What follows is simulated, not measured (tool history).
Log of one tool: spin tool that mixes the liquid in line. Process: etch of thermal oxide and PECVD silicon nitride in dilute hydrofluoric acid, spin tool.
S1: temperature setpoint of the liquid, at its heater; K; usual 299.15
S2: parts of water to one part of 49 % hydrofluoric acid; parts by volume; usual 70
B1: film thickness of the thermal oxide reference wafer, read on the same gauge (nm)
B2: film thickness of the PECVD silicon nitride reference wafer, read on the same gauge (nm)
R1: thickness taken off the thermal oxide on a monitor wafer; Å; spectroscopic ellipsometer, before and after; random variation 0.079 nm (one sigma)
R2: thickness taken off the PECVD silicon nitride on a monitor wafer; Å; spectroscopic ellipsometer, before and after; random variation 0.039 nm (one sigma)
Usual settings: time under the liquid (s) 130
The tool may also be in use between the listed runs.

run 1 hour=0.0 | S1=298.15 S2=85 time_under_the_liquid_(s)=130 | B1=80.04 B2=40.03 | R1=66.4 R2=64.3
run 2 hour=25.9 | S1=298.15 S2=85 time_under_the_liquid_(s)=130 | B1=79.98 B2=39.97 | R1=66.0 R2=64.2
run 3 hour=47.2 | S1=298.15 S2=85 time_under_the_liquid_(s)=130 | B1=80.02 B2=40.01 | R1=67.4 R2=64.7
-- hour=70.6 hydrofluoric acid flow meter replaced
run 4 hour=71.1 | S1=299.15 S2=85 time_under_the_liquid_(s)=130 | B1=79.97 B2=39.99 | R1=79.2 R2=76.8
run 5 hour=83.6 | S1=299.15 S2=85 time_under_the_liquid_(s)=130 | B1=80.06 B2=39.99 | R1=78.8 R2=77.1
run 6 hour=130.0 | S1=299.15 S2=70 time_under_the_liquid_(s)=130 | B1=79.94 B2=40.01 | R1=97.6 R2=93.7
run 7 hour=161.2 | S1=299.15 S2=95 time_under_the_liquid_(s)=130 | B1=79.98 B2=39.99 | R1=68.8 R2=68.9
run 8 hour=190.8 | S1=297.65 S2=100 time_under_the_liquid_(s)=65 | B1=80.02 B2=40.00 | R1=31.1 R2=29.9
run 9 hour=209.8 | S1=299.15 S2=95 time_under_the_liquid_(s)=65 | B1=80.01 B2=39.96 | R1=34.7 R2=34.7
run 10 hour=296.8 | S1=303.65 S2=105 time_under_the_liquid_(s)=130 | B1=80.00 B2=40.00 | R1=72.6 R2=83.0
run 11 hour=312.9 | S1=296.15 S2=70 time_under_the_liquid_(s)=170 | B1=80.01 B2=40.04 | R1=112.7 R2=101.5
run 12 hour=328.6 | S1=303.65 S2=90 time_under_the_liquid_(s)=160 | B1=79.99 B2=39.99 | R1=108.5 R2=118.8
run 13 hour=359.9 | S1=295.65 S2=40 time_under_the_liquid_(s)=65 | B1=79.94 B2=40.01 | R1=76.1 R2=65.1
-- hour=371.2 thermometer replaced
run 14 hour=384.2 | S1=301.15 S2=105 time_under_the_liquid_(s)=130 | B1=79.99 B2=39.97 | R1=62.0 R2=64.3
run 15 hour=407.8 | S1=299.15 S2=70 time_under_the_liquid_(s)=200 | B1=80.02 B2=39.97 | R1=139.0 R2=129.2
run 16 hour=434.7 | S1=301.65 S2=70 time_under_the_liquid_(s)=130 | B1=79.99 B2=39.99 | R1=99.0 R2=98.9
run 17 hour=458.3 | S1=296.15 S2=35 time_under_the_liquid_(s)=70 | B1=80.00 B2=40.01 | R1=91.4 R2=73.3
run 18 hour=475.8 | S1=299.15 S2=70 time_under_the_liquid_(s)=130 | B1=79.96 B2=39.99 | R1=89.6 R2=84.5
run 19 hour=497.5 | S1=299.15 S2=70 time_under_the_liquid_(s)=165 | B1=79.98 B2=40.02 | R1=116.7 R2=107.6
run 20 hour=510.8 | S1=299.15 S2=70 time_under_the_liquid_(s)=130 | B1=80.06 B2=40.03 | R1=91.4 R2=84.8
run 21 hour=529.9 | S1=296.15 S2=70 time_under_the_liquid_(s)=65 | B1=80.05 B2=40.03 | R1=39.7 R2=34.7
run 22 hour=550.1 | S1=298.15 S2=85 time_under_the_liquid_(s)=130 | B1=80.02 B2=40.02 | R1=70.8 R2=65.9
run 23 hour=567.4 | S1=300.65 S2=45 time_under_the_liquid_(s)=130 | B1=80.04 B2=40.00 | R1=157.5 R2=146.0
-- hour=567.7 gauge calibrated
run 24 hour=593.3 | S1=301.15 S2=70 time_under_the_liquid_(s)=60 | B1=79.97 B2=40.05 | R1=45.3 R2=44.7
run 25 hour=609.3 | S1=297.15 S2=70 time_under_the_liquid_(s)=130 | B1=79.97 B2=40.01 | R1=85.2 R2=75.0

5 ways to go on from here, each from the tool as it stands after run 25. What would each give?
run A hour=609.8 | S1=299.15 S2=70 time_under_the_liquid_(s)=100 | B1=? B2=? | R1=? R2=?
run B hour=609.8 | S1=299.15 S2=70 time_under_the_liquid_(s)=85 | B1=? B2=? | R1=? R2=?
run C hour=609.8 | S1=296.65 S2=95 time_under_the_liquid_(s)=130 | B1=? B2=? | R1=? R2=?
run D hour=609.8 | S1=299.15 S2=70 time_under_the_liquid_(s)=55 | B1=? B2=? | R1=? R2=?
run E hour=609.8 | S1=301.65 S2=100 time_under_the_liquid_(s)=55 | B1=? B2=? | R1=? R2=?

run=A B1=79.95 B2=39.98 R1=69.1 R2=65.4
run=B B1=79.95 B2=39.98 R1=58.8 R2=55.6
run=C B1=79.95 B2=39.98 R1=58.0 R2=53.3
run=D B1=79.95 B2=39.98 R1=38.0 R2=36.0
run=E B1=79.95 B2=39.98 R1=28.1 R2=29.6
Without the tool's hidden state the same runs would have given:
run=A R1=69.3 R2=63.8
run=B R1=58.9 R2=54.2
run=C R1=58.2 R2=52.0
run=D R1=38.1 R2=35.1
run=E R1=28.2 R2=28.9

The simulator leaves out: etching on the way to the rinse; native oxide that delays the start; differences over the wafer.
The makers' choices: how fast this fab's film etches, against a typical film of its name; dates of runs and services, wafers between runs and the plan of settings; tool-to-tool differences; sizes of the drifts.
